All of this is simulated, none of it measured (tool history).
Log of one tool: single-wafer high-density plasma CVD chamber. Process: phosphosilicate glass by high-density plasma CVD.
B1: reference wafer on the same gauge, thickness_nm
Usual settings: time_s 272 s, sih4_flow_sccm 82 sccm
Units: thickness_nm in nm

Run 1, day 0: usual settings but time_s 233 s, sih4_flow_sccm 73 sccm; B1 1870.714. Result: thickness_nm 1606.058 nm.
Run 2, day 1.95: usual settings; B1 1869.79. Result: thickness_nm 2122.435 nm.
Run 3, day 4.15: usual settings; B1 1874.594. Result: thickness_nm 2115.606 nm.
Run 4, day 5.742: usual settings; B1 1872.922. Result: thickness_nm 2131.653 nm.
Run 5, day 7.7: usual settings; B1 1868.83. Result: thickness_nm 2120.118 nm.
Run 6, day 11.404: usual settings; B1 1871.148. Result: thickness_nm 2130.509 nm.
Run 7, day 13.254: usual settings but time_s 310 s; B1 1869.413. Result: thickness_nm 2425.646 nm.
Run 8, day 15.962: usual settings but time_s 310 s; B1 1871.649. Result: thickness_nm 2431.169 nm.
Run 9, day 17.788: usual settings but time_s 310 s; B1 1868.627. Result: thickness_nm 2435.713 nm.
Run 10, day 19.583: usual settings; B1 1866.54. Result: thickness_nm 2129.692 nm.
Run 11, day 21.642: usual settings; B1 1870.981. Result: thickness_nm 2126.372 nm.
At day 22.208: gauge calibrated.
Run 12, day 24.308: usual settings but time_s 250 s, sih4_flow_sccm 95 sccm; B1 1871.686. Result: thickness_nm 2275.925 nm.
Run 13, day 25.9: usual settings; B1 1871.444. Result: thickness_nm 2122.834 nm.
At day 28.229: silane flow controller replaced.
Run 14, day 28.25: usual settings; B1 1868.158. Result: thickness_nm 2198.487 nm.
Run 15, day 30.912: usual settings; B1 1868.713. Result: thickness_nm 2211.598 nm.
Run 16, day 32.733: usual settings; B1 1871. Result: thickness_nm 2225.52 nm.
Run 17, day 35.125: usual settings; B1 1868.012. Result: thickness_nm 2194.424 nm.
Run 18, day 38.821: usual settings but time_s 321 s; B1 1868.807. Result: thickness_nm 2592.611 nm.
At day 40.575: silane flow controller replaced, repeated, since the last time left the tool worse.
Run 19, day 41.962: usual settings but sih4_flow_sccm 76 sccm; B1 1868.062. Result: thickness_nm 1884.462 nm.
Run 20, day 44.638: usual settings but time_s 228 s, sih4_flow_sccm 98 sccm; B1 1871.091. Result: thickness_nm 2050.11 nm.
Run 21, day 51.3: usual settings but time_s 252 s; B1 1866.506. Result: thickness_nm 1892.545 nm.
Run 22, day 55.412: usual settings but time_s 231 s, sih4_flow_sccm 98 sccm; B1 1868.629. Result: thickness_nm 2058.524 nm.
Run 23, day 57.521: usual settings but time_s 245 s, sih4_flow_sccm 76 sccm; B1 1872.473. Result: thickness_nm 1717.183 nm.

Forecast each of these 4 alternatives for the next run:
Run A, day 57.542: usual settings but time_s 235 s; B1 ?. Result: thickness_nm ?.
Run B, day 57.542: usual settings but time_s 321 s, sih4_flow_sccm 66 sccm; B1 ?. Result: thickness_nm ?.
Run C, day 57.542: usual settings but time_s 296 s, sih4_flow_sccm 87 sccm; B1 ?. Result: thickness_nm ?.
Run D, day 57.542: usual settings but time_s 224 s, sih4_flow_sccm 68 sccm; B1 ?. Result: thickness_nm ?.

run        B1  thickness_nm
  A  1872.176      1785.716
  B  1872.176      1963.268
  C  1872.176      2386.391
  D  1872.176      1411.522
Without the tool's hidden state the same runs would have given:
run  thickness_nm
  A      1784.352
  B      1961.768
  C      2384.568
  D      1410.443

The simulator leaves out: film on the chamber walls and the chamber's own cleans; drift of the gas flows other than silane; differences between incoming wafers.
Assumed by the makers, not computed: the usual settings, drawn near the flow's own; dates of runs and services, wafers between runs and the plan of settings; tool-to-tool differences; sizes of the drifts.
